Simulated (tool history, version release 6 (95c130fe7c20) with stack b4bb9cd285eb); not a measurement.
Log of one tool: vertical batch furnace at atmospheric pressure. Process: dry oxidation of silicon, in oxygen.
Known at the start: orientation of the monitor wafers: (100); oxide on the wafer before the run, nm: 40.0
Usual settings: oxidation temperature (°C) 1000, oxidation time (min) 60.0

run    hour  oxidation temperature (°C)  oxidation time (min)  read-back reference wafer on the same gauge, thickness  oxide thickness on the monitor wafer (Å)
  1     0.0                        1000                  73.0                                                   75.09                                     809.2
  2    51.6                        1000                  73.0                                                   75.08                                     812.2
  3    84.4                        1000                  73.0                                                   75.11                                     815.7
  4   127.3                        1000                  60.0                                                   75.13                                     746.3
  5   152.1                        1000                  60.0                                                   75.12                                     749.3
  6   202.8                        1000                  60.0                                                   75.13                                     752.9
  7   235.6                        1000                  60.0                                                   75.16                                     751.7
  8   262.8                        1000                  60.0                                                   75.20                                     751.1
  9   309.9                        1000                  45.0                                                   75.22                                     674.6
 10   335.6                        1000                  60.0                                                   75.25                                     748.2
 11   363.3                        1000                  60.0                                                   75.20                                     748.5
 12   392.8                        1000                  60.0                                                   75.27                                     753.4
 13   443.7                        1000                  42.0                                                   75.29                                     658.2
 14   504.7                        1000                  83.5                                                   75.34                                     866.0
 15   565.7                        1000                  83.5                                                   75.34                                     864.7
 16   633.4                        1000                  83.5                                                   75.38                                     866.2
 17   667.4                        1013                  60.0                                                   75.43                                     806.7
      700.4  -- gauge calibrated
      708.1  -- thermocouples replaced and temperature profile calibrated
 18   708.6                        1000                  74.5                                                   73.90                                     811.3
 19   738.0                        1000                  86.5                                                   73.87                                     862.7
      813.8  -- boat lift adjusted
 20   814.3                         976                  76.0                                                   73.96                                     725.4
 21   849.0                        1000                  83.5                                                   73.88                                     847.0
 22   919.1                        1000                  69.5                                                   74.01                                     781.7
 23   974.4                        1000                  60.0                                                   73.99                                     739.6
 24  1032.1                         978                  86.5                                                   74.05                                     776.2
 25  1144.0                        1011                  51.0                                                   74.18                                     732.0
 26  1210.9                        1011                  47.0                                                   74.07                                     711.0
 27  1254.0                        1022                  48.5                                                   74.11                                     762.3
 28  1398.6                         993                  38.0                                                   74.21                                     610.4
 29  1466.9                        1009                  36.0                                                   74.27                                     641.4
 30  1512.7                        1019                  79.5                                                   74.34                                     938.2
 31  1546.2                         991                  60.0                                                   74.35                                     709.5
 32  1573.7                        1000                  60.0                                                   74.30                                     738.2
 33  1604.9                        1000                  60.0                                                   74.32                                     742.9
 34  1648.5                         976                  79.0                                                   74.32                                     745.3
 35  1674.0                        1000                  60.0                                                   74.38                                     741.6
 36  1701.1                         985                  39.0                                                   74.41                                     601.3
 37  1745.1                         979                  33.0                                                   74.44                                     565.9
 38  1804.4                        1000                  60.0                                                   74.45                                     745.1
 39  1849.2                         988                  81.0                                                   74.48                                     788.6

Some steps in oxide thickness on the monitor wafer (Å) between neighbouring runs. How much of each would the tool show without its hidden state too (settings, what came in, random variation), and how much is left for the hidden state, with any gauge scatter that isn't in both results?
The hidden state here: true tube temperature minus thermocouple reading, K; monitor wafer colder than the profiled boat position, K; gauge reads high (%).
Run 12 -> 13: oxidation time (min) 60.0 -> 42.0. oxide thickness on the monitor wafer (Å) -95.2: hidden state -1.4, all else -93.8.
Run 13 -> 14: oxidation time (min) 42.0 -> 83.5. oxide thickness on the monitor wafer (Å) +207.8: hidden state +3.9, all else +203.9.
Run 17 -> 18: oxidation temperature (°C) 1013 -> 1000, oxidation time (min) 60.0 -> 74.5, gauge calibrated, thermocouples replaced and temperature profile calibrated. oxide thickness on the monitor wafer (Å) +4.6: hidden state -16.4, all else +21.0.
Run 29 -> 30: oxidation temperature (°C) 1009 -> 1019, oxidation time (min) 36.0 -> 79.5. oxide thickness on the monitor wafer (Å) +296.8: hidden state +1.3, all else +295.5.
Run 30 -> 31: oxidation temperature (°C) 1019 -> 991, oxidation time (min) 79.5 -> 60.0. oxide thickness on the monitor wafer (Å) -228.7: hidden state -0.8, all else -227.9.
